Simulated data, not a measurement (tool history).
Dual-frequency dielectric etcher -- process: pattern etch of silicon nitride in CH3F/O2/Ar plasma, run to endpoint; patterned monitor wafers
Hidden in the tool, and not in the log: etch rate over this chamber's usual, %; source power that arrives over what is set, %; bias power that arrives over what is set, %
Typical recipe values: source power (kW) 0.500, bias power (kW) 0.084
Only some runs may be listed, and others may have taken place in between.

| run | hour | source power (kW) | bias power (kW) | wafers since the last listed run | hours since the last wet clean | hours since the last source power generator calibration | hours since the last bias power generator calibration | hours since the last upper electrode change | incoming incoming film thickness, nm | endpoint time (s) |
|---|---|---|---|---|---|---|---|---|---|---|
| 1 | 0.0 | 0.500 | 0.084 | 0 | 621.2 | 1543.7 | 2141.9 | 1696.7 | 30.27 | 38.6 |
| 2 | 58.2 | 0.500 | 0.084 | 581 | 679.4 | 1601.9 | 2200.1 | 1754.9 | 30.14 | 39.1 |
|  | 88.7 | wet clean of the chamber |
| 3 | 106.6 | 0.500 | 0.071 | 243 | 17.9 | 1650.3 | 2248.5 | 1803.3 | 29.88 | 39.0 |
| 4 | 177.0 | 0.500 | 0.071 | 702 | 88.3 | 1720.7 | 2318.9 | 1873.7 | 30.50 | 40.7 |
| 5 | 260.7 | 0.500 | 0.071 | 835 | 172.0 | 1804.4 | 2402.6 | 1957.4 | 30.30 | 41.1 |
| 6 | 339.4 | 0.500 | 0.084 | 785 | 250.7 | 1883.1 | 2481.3 | 2036.1 | 30.00 | 37.9 |
|  | 348.2 | bias power generator calibrated |
| 7 | 444.6 | 0.500 | 0.084 | 1010 | 355.9 | 1988.3 | 96.4 | 2141.3 | 30.17 | 38.9 |
| 8 | 526.5 | 0.470 | 0.084 | 817 | 437.8 | 2070.2 | 178.3 | 2223.2 | 30.22 | 39.6 |
|  | 633.6 | upper electrode replaced |
| 9 | 634.1 | 0.500 | 0.080 | 834 | 545.4 | 2177.8 | 285.9 | 0.5 | 30.24 | 39.8 |
| 10 | 693.6 | 0.500 | 0.080 | 594 | 604.9 | 2237.3 | 345.4 | 60.0 | 30.26 | 39.9 |
| 11 | 790.9 | 0.500 | 0.084 | 971 | 702.2 | 2334.6 | 442.7 | 157.3 | 30.32 | 39.4 |
|  | 834.4 | wet clean of the chamber |
| 12 | 845.9 | 0.500 | 0.084 | 309 | 11.5 | 2389.6 | 497.7 | 212.3 | 30.04 | 38.1 |
| 13 | 885.5 | 0.500 | 0.084 | 395 | 51.1 | 2429.2 | 537.3 | 251.9 | 30.24 | 37.9 |
| 14 | 966.6 | 0.570 | 0.067 | 809 | 132.2 | 2510.3 | 618.4 | 333.0 | 30.19 | 39.5 |
| 15 | 1011.8 | 0.390 | 0.090 | 451 | 177.4 | 2555.5 | 663.6 | 378.2 | 29.89 | 40.0 |
|  | 1034.6 | source power generator calibrated |
| 16 | 1054.5 | 0.500 | 0.084 | 386 | 220.1 | 19.9 | 706.3 | 420.9 | 30.29 | 38.8 |
| 17 | 1105.4 | 0.570 | 0.097 | 508 | 271.0 | 70.8 | 757.2 | 471.8 | 30.21 | 34.9 |
| 18 | 1210.2 | 0.400 | 0.084 | 1046 | 375.8 | 175.6 | 862.0 | 576.6 | 30.06 | 42.2 |
| 19 | 1297.3 | 0.470 | 0.098 | 869 | 462.9 | 262.7 | 949.1 | 663.7 | 30.34 | 37.7 |
| 20 | 1400.0 | 0.430 | 0.072 | 1025 | 565.6 | 365.4 | 1051.8 | 766.4 | 30.33 | 44.0 |
|  | 1487.4 | wet clean of the chamber |
| 21 | 1487.9 | 0.410 | 0.101 | 638 | 0.5 | 453.3 | 1139.7 | 854.3 | 30.29 | 37.4 |
| 22 | 1592.1 | 0.430 | 0.098 | 1040 | 104.7 | 557.5 | 1243.9 | 958.5 | 30.34 | 37.7 |
| 23 | 1683.5 | 0.460 | 0.066 | 912 | 196.1 | 648.9 | 1335.3 | 1049.9 | 30.11 | 42.8 |
| 24 | 1772.8 | 0.500 | 0.084 | 891 | 285.4 | 738.2 | 1424.6 | 1139.2 | 30.22 | 38.1 |
| 25 | 1862.7 | 0.500 | 0.084 | 897 | 375.3 | 828.1 | 1514.5 | 1229.1 | 30.10 | 38.5 |
| 26 | 1918.7 | 0.440 | 0.093 | 559 | 431.3 | 884.1 | 1570.5 | 1285.1 | 30.15 | 39.0 |
| 27 | 1959.4 | 0.580 | 0.072 | 406 | 472.0 | 924.8 | 1611.2 | 1325.8 | 30.32 | 39.4 |
| 28 | 2066.3 | 0.500 | 0.084 | 1067 | 578.9 | 1031.7 | 1718.1 | 1432.7 | 30.33 | 39.0 |
|  | 2160.7 | wet clean of the chamber |
| 29 | 2271.5 | 0.580 | 0.066 | 1809 | 110.8 | 1236.9 | 1923.3 | 1637.9 | 29.87 | 39.1 |
| 30 | 2358.7 | 0.620 | 0.091 | 870 | 198.0 | 1324.1 | 2010.5 | 1725.1 | 29.83 | 33.7 |
| 31 | 2444.6 | 0.580 | 0.066 | 857 | 283.9 | 1410.0 | 2096.4 | 1811.0 | 30.11 | 39.8 |
| 32 | 2534.5 | 0.450 | 0.064 | 897 | 373.8 | 1499.9 | 2186.3 | 1900.9 | 30.41 | 44.6 |
| 33 | 2577.4 | 0.610 | 0.094 | 428 | 416.7 | 1542.8 | 2229.2 | 1943.8 | 30.34 | 34.4 |
| 34 | 2666.7 | 0.460 | 0.084 | 891 | 506.0 | 1632.1 | 2318.5 | 2033.1 | 30.22 | 40.1 |

Each row is a separate what-if for the run after 34, all from the same tool condition, not one after another. Results?
| A | 2667.1 | 0.500 | 0.099 | 3 | 506.4 | 1632.5 | 2318.9 | 2033.5 | 29.84 | ? |
| B | 2667.1 | 0.500 | 0.075 | 3 | 506.4 | 1632.5 | 2318.9 | 2033.5 | 29.84 | ? |
| C | 2667.1 | 0.500 | 0.076 | 3 | 506.4 | 1632.5 | 2318.9 | 2033.5 | 29.84 | ? |
| D | 2667.1 | 0.620 | 0.073 | 3 | 506.4 | 1632.5 | 2318.9 | 2033.5 | 29.84 | ? |
| E | 2667.1 | 0.500 | 0.096 | 3 | 506.4 | 1632.5 | 2318.9 | 2033.5 | 29.84 | ? |

| run | endpoint time (s) |
|---|---|
| A | 36.2 |
| B | 40.3 |
| C | 40.1 |
| D | 37.7 |
| E | 36.7 |
Had the tool no hidden state, the same runs would have come out as:
| run | endpoint time (s) |
|---|---|
| A | 34.8 |
| B | 38.7 |
| C | 38.5 |
| D | 36.2 |
| E | 35.2 |
